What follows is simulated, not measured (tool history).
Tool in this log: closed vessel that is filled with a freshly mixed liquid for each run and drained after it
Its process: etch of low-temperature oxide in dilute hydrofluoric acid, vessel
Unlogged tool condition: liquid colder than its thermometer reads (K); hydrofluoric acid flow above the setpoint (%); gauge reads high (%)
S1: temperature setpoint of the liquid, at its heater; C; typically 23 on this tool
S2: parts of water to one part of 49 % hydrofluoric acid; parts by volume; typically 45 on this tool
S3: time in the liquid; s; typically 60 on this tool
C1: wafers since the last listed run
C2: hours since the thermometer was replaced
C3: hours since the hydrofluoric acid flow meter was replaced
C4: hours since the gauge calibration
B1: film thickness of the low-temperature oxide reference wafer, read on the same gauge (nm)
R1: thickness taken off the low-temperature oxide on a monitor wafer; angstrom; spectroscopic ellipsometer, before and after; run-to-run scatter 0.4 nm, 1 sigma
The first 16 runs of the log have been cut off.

run 17 hour=213.4 | S1=20.5 S2=45 S3=85 | C1=1162 C2=41.7 C3=21 C4=186.2 | B1=130.01 | R1=571.4
run 18 hour=226 | S1=23 S2=45 S3=60 | C1=1017 C2=54.3 C3=33.6 C4=198.8 | B1=130.02 | R1=436.8
run 19 hour=243.8 | S1=20 S2=45 S3=60 | C1=1436 C2=72.1 C3=51.4 C4=216.6 | B1=130.03 | R1=386.5
-- hour=260 gauge calibrated
run 20 hour=261.5 | S1=23 S2=45 S3=60 | C1=1428 C2=89.8 C3=69.1 C4=1.5 | B1=130 | R1=441.7
run 21 hour=267.6 | S1=23 S2=65 S3=60 | C1=492 C2=95.9 C3=75.2 C4=7.6 | B1=129.97 | R1=299.9
run 22 hour=279.6 | S1=20 S2=25 S3=85 | C1=968 C2=107.9 C3=87.2 C4=19.6 | B1=130.04 | R1=1019.1
run 23 hour=300.7 | S1=23 S2=45 S3=80 | C1=1703 C2=129 C3=108.3 C4=40.7 | B1=130.01 | R1=587.2
run 24 hour=306.7 | S1=23 S2=45 S3=60 | C1=484 C2=135 C3=114.3 C4=46.7 | B1=130.06 | R1=441.3
run 25 hour=321.2 | S1=19 S2=35 S3=95 | C1=1170 C2=149.5 C3=128.8 C4=61.2 | B1=130.03 | R1=777.8
run 26 hour=333 | S1=21 S2=30 S3=60 | C1=952 C2=161.3 C3=140.6 C4=73 | B1=130 | R1=619.6
run 27 hour=350 | S1=23 S2=60 S3=30 | C1=1372 C2=178.3 C3=157.6 C4=90 | B1=129.97 | R1=162
run 28 hour=367 | S1=27.5 S2=55 S3=95 | C1=1372 C2=195.3 C3=174.6 C4=107 | B1=129.95 | R1=685.2
run 29 hour=384.5 | S1=23 S2=65 S3=60 | C1=1412 C2=212.8 C3=192.1 C4=124.5 | B1=129.96 | R1=292.6
run 30 hour=401.5 | S1=23 S2=45 S3=60 | C1=1372 C2=229.8 C3=209.1 C4=141.5 | B1=130.04 | R1=448.8
run 31 hour=412.1 | S1=28 S2=45 S3=30 | C1=855 C2=240.4 C3=219.7 C4=152.1 | B1=129.99 | R1=269

Here are 3 independent what-if runs from the current tool condition. What would each one return?
run A hour=412.8 | S1=23 S2=45 S3=60 | C1=56 C2=241.1 C3=220.4 C4=152.8 | B1=? | R1=?
run B hour=412.8 | S1=23 S2=35 S3=35 | C1=56 C2=241.1 C3=220.4 C4=152.8 | B1=? | R1=?
run C hour=412.8 | S1=19 S2=60 S3=75 | C1=56 C2=241.1 C3=220.4 C4=152.8 | B1=? | R1=?

run=A B1=130.02 R1=440.3
run=B B1=130.02 R1=334.6
run=C B1=130.02 R1=342.5
Take away the tool's hidden state, keep each run's random variation, and the runs would have read:
run=A R1=440.3
run=B R1=334.6
run=C R1=342.5
